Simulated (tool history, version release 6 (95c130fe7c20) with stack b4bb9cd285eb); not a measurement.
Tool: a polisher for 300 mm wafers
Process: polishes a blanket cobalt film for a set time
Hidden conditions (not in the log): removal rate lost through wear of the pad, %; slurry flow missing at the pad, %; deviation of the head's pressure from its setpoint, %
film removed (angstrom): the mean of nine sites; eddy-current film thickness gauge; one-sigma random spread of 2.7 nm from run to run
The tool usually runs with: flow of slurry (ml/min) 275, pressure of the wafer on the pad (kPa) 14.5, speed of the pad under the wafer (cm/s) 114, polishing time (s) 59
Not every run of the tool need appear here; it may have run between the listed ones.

| run | hour | flow of slurry (ml/min) | pressure of the wafer on the pad (kPa) | speed of the pad under the wafer (cm/s) | polishing time (s) | wafers since the last listed run | wafers polished on this pad | hours since the slurry nozzle was cleaned | hours since the head pressure was calibrated | incoming thickness of the incoming film, nm | film removed (angstrom) |
|---|---|---|---|---|---|---|---|---|---|---|---|
| 1 | 0.0 | 275 | 14.5 | 114 | 65 | 0 | 1025 | 285.9 | 770.0 | 1344.3 | 4294 |
| 2 | 31.2 | 275 | 14.5 | 114 | 59 | 529 | 1554 | 317.1 | 801.2 | 1342.7 | 3836 |
| 3 | 57.1 | 275 | 14.5 | 114 | 59 | 439 | 1994 | 343.0 | 827.1 | 1361.2 | 3784 |
| 4 | 79.8 | 275 | 14.5 | 114 | 59 | 385 | 2379 | 365.7 | 849.8 | 1338.9 | 3747 |
| 5 | 101.5 | 275 | 14.5 | 114 | 59 | 368 | 2747 | 387.4 | 871.5 | 1355.7 | 3673 |
|  | 119.2 | worn pad replaced by a new one |
| 6 | 137.3 | 275 | 14.5 | 134 | 74 | 539 | 307 | 423.2 | 907.3 | 1362.7 | 5874 |
| 7 | 151.1 | 275 | 14.5 | 134 | 74 | 234 | 542 | 437.0 | 921.1 | 1323.1 | 5724 |
| 8 | 184.0 | 275 | 11.0 | 114 | 59 | 558 | 1100 | 469.9 | 954.0 | 1337.4 | 3182 |
| 9 | 201.1 | 275 | 14.5 | 114 | 59 | 290 | 1390 | 487.0 | 971.1 | 1360.3 | 3886 |
| 10 | 232.8 | 275 | 14.5 | 114 | 59 | 537 | 1928 | 518.7 | 1002.8 | 1359.1 | 3881 |
|  | 247.0 | slurry nozzle cleaned |
| 11 | 254.6 | 215 | 11.7 | 114 | 59 | 352 | 2281 | 7.6 | 1024.6 | 1333.9 | 3213 |
| 12 | 297.6 | 275 | 14.5 | 114 | 59 | 729 | 3011 | 50.6 | 1067.6 | 1361.5 | 3735 |
|  | 304.4 | worn pad replaced by a new one |
| 13 | 323.0 | 275 | 14.5 | 114 | 59 | 363 | 315 | 76.0 | 1093.0 | 1326.3 | 3976 |
|  | 347.4 | head pressure recalibrated |
| 14 | 349.2 | 275 | 14.5 | 114 | 59 | 410 | 725 | 102.2 | 1.8 | 1344.4 | 3940 |
| 15 | 378.8 | 275 | 14.5 | 114 | 46 | 502 | 1228 | 131.8 | 31.4 | 1343.4 | 3097 |
| 16 | 395.6 | 275 | 14.5 | 114 | 50 | 285 | 1513 | 148.6 | 48.2 | 1325.8 | 3345 |
| 17 | 431.3 | 275 | 14.5 | 114 | 59 | 605 | 2119 | 184.3 | 83.9 | 1340.5 | 3872 |
| 18 | 461.8 | 275 | 14.5 | 114 | 59 | 517 | 2636 | 214.8 | 114.4 | 1345.7 | 3793 |
| 19 | 485.2 | 335 | 14.5 | 114 | 66 | 397 | 3033 | 238.2 | 137.8 | 1341.0 | 4285 |
| 20 | 513.5 | 275 | 17.2 | 114 | 59 | 480 | 3513 | 266.5 | 166.1 | 1340.3 | 4228 |
|  | 542.8 | worn pad replaced by a new one |
| 21 | 543.3 | 275 | 14.5 | 114 | 59 | 437 | 7 | 296.3 | 195.9 | 1326.7 | 3984 |
| 22 | 560.2 | 275 | 14.5 | 80 | 59 | 286 | 294 | 313.2 | 212.8 | 1336.9 | 2822 |
| 23 | 594.9 | 355 | 18.6 | 84 | 41 | 588 | 883 | 347.9 | 247.5 | 1339.2 | 2525 |
| 24 | 627.2 | 275 | 14.5 | 114 | 59 | 548 | 1431 | 380.2 | 279.8 | 1328.1 | 3926 |
| 25 | 660.9 | 275 | 14.5 | 146 | 59 | 571 | 2003 | 413.9 | 313.5 | 1315.0 | 4970 |
| 26 | 673.5 | 275 | 14.5 | 114 | 59 | 213 | 2217 | 426.5 | 326.1 | 1342.1 | 3872 |
| 27 | 708.1 | 275 | 14.5 | 114 | 59 | 587 | 2804 | 461.1 | 360.7 | 1329.5 | 3759 |
| 28 | 724.8 | 320 | 11.0 | 128 | 44 | 283 | 3087 | 477.8 | 377.4 | 1319.3 | 2595 |
|  | 745.0 | worn pad replaced by a new one |
|  | 752.1 | slurry nozzle cleaned |
| 29 | 831.3 | 275 | 14.5 | 114 | 65 | 1722 | 1447 | 79.2 | 483.9 | 1328.1 | 4287 |
| 30 | 860.9 | 275 | 15.9 | 114 | 59 | 502 | 1950 | 108.8 | 513.5 | 1360.7 | 4166 |
| 31 | 883.5 | 275 | 14.5 | 114 | 52 | 383 | 2333 | 131.4 | 536.1 | 1315.4 | 3372 |
| 32 | 900.1 | 275 | 10.3 | 128 | 50 | 281 | 2615 | 148.0 | 552.7 | 1326.0 | 2793 |
| 33 | 912.2 | 275 | 14.5 | 114 | 59 | 205 | 2820 | 160.1 | 564.8 | 1310.6 | 3785 |
| 34 | 947.9 | 275 | 18.6 | 82 | 47 | 605 | 3426 | 195.8 | 600.5 | 1329.7 | 2559 |
|  | 976.2 | worn pad replaced by a new one |
| 35 | 976.7 | 360 | 14.5 | 128 | 59 | 420 | 8 | 224.6 | 629.3 | 1316.5 | 4503 |
| 36 | 997.9 | 275 | 18.6 | 82 | 47 | 359 | 367 | 245.8 | 650.5 | 1335.5 | 2773 |
| 37 | 1031.8 | 275 | 14.5 | 148 | 78 | 575 | 943 | 279.7 | 684.4 | 1358.4 | 6697 |

Below are 4 alternative next runs, each starting from the tool's condition after run 37. Predict each:
| A | 1032.2 | 275 | 16.5 | 114 | 59 | 6 | 949 | 280.1 | 684.8 | 1351.4 | ? |
| B | 1032.2 | 275 | 11.7 | 114 | 41 | 6 | 949 | 280.1 | 684.8 | 1351.4 | ? |
| C | 1032.2 | 275 | 18.6 | 114 | 50 | 6 | 949 | 280.1 | 684.8 | 1351.4 | ? |
| D | 1032.2 | 320 | 11.0 | 114 | 53 | 6 | 949 | 280.1 | 684.8 | 1351.4 | ? |

| run | film removed (angstrom) |
|---|---|
| A | 4345 |
| B | 2300 |
| C | 4058 |
| D | 2878 |
What these runs would have given with no unlogged condition in the tool:
| run | film removed (angstrom) |
|---|---|
| A | 4412 |
| B | 2335 |
| C | 4121 |
| D | 2922 |
